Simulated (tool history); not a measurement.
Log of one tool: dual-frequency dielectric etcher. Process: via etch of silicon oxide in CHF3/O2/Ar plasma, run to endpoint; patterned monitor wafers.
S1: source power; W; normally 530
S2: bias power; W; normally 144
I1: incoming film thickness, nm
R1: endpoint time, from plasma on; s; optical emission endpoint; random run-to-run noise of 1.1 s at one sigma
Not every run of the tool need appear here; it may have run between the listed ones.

Run 1, hour 0: usual settings; I1 639. Result: R1 404 s.
Run 2, hour 9.5: usual settings; I1 635.6. Result: R1 399.6 s.
Run 3, hour 26.8: usual settings; I1 634.5. Result: R1 399.8 s.
Run 4, hour 38: usual settings; I1 633.6. Result: R1 400.5 s.
Run 5, hour 48.3: usual settings but S1 570 W; I1 632.3. Result: R1 385.9 s.
Run 6, hour 60.2: usual settings but S1 580 W; I1 633.7. Result: R1 382.6 s.
At hour 88.1: source power generator calibrated.
At hour 95.9: wet clean of the chamber.
Run 7, hour 96.4: usual settings but S1 580 W; I1 639.8. Result: R1 365.5 s.
At hour 121.4: upper electrode replaced.
Run 8, hour 121.9: usual settings but S1 580 W; I1 636.7. Result: R1 365.7 s.
At hour 136.8: bias power generator calibrated.
Run 9, hour 149.1: usual settings but S1 630 W; I1 627.6. Result: R1 346 s.
Run 10, hour 159.4: usual settings but S2 156 W; I1 630.2. Result: R1 363.9 s.
Run 11, hour 167.6: usual settings but S1 410 W, S2 131 W; I1 631.2. Result: R1 454 s.
Run 12, hour 182.3: usual settings but S1 480 W, S2 111 W; I1 634.2. Result: R1 460 s.
Run 13, hour 196.2: usual settings; I1 634.3. Result: R1 383 s.
Run 14, hour 210.6: usual settings but S1 570 W, S2 127 W; I1 631. Result: R1 389.6 s.
Run 15, hour 222.6: usual settings but S1 470 W, S2 118 W; I1 627.6. Result: R1 448.4 s.
Run 16, hour 239.3: usual settings but S1 570 W, S2 127 W; I1 629.7. Result: R1 392.6 s.
Run 17, hour 251: usual settings but S2 160 W; I1 628.9. Result: R1 359.6 s.

What if the next run were any one of these 5? Each begins from the tool's condition after run 17:
Run A, hour 251.5: usual settings; I1 638.6. Result: R1 ?.
Run B, hour 251.5: usual settings but S1 480 W, S2 162 W; I1 638.6. Result: R1 ?.
Run C, hour 251.5: usual settings but S1 600 W, S2 173 W; I1 638.6. Result: R1 ?.
Run D, hour 251.5: usual settings but S2 180 W; I1 638.6. Result: R1 ?.
Run E, hour 251.5: usual settings but S1 420 W, S2 131 W; I1 638.6. Result: R1 ?.

run     R1
  A  386.4
  B  382.9
  C  331.1
  D  345.2
  E  460.3
Had the tool no hidden state, the same runs would have come out as:
run     R1
  A    382
  B  378.5
  C  327.3
  D  341.2
  E  454.9
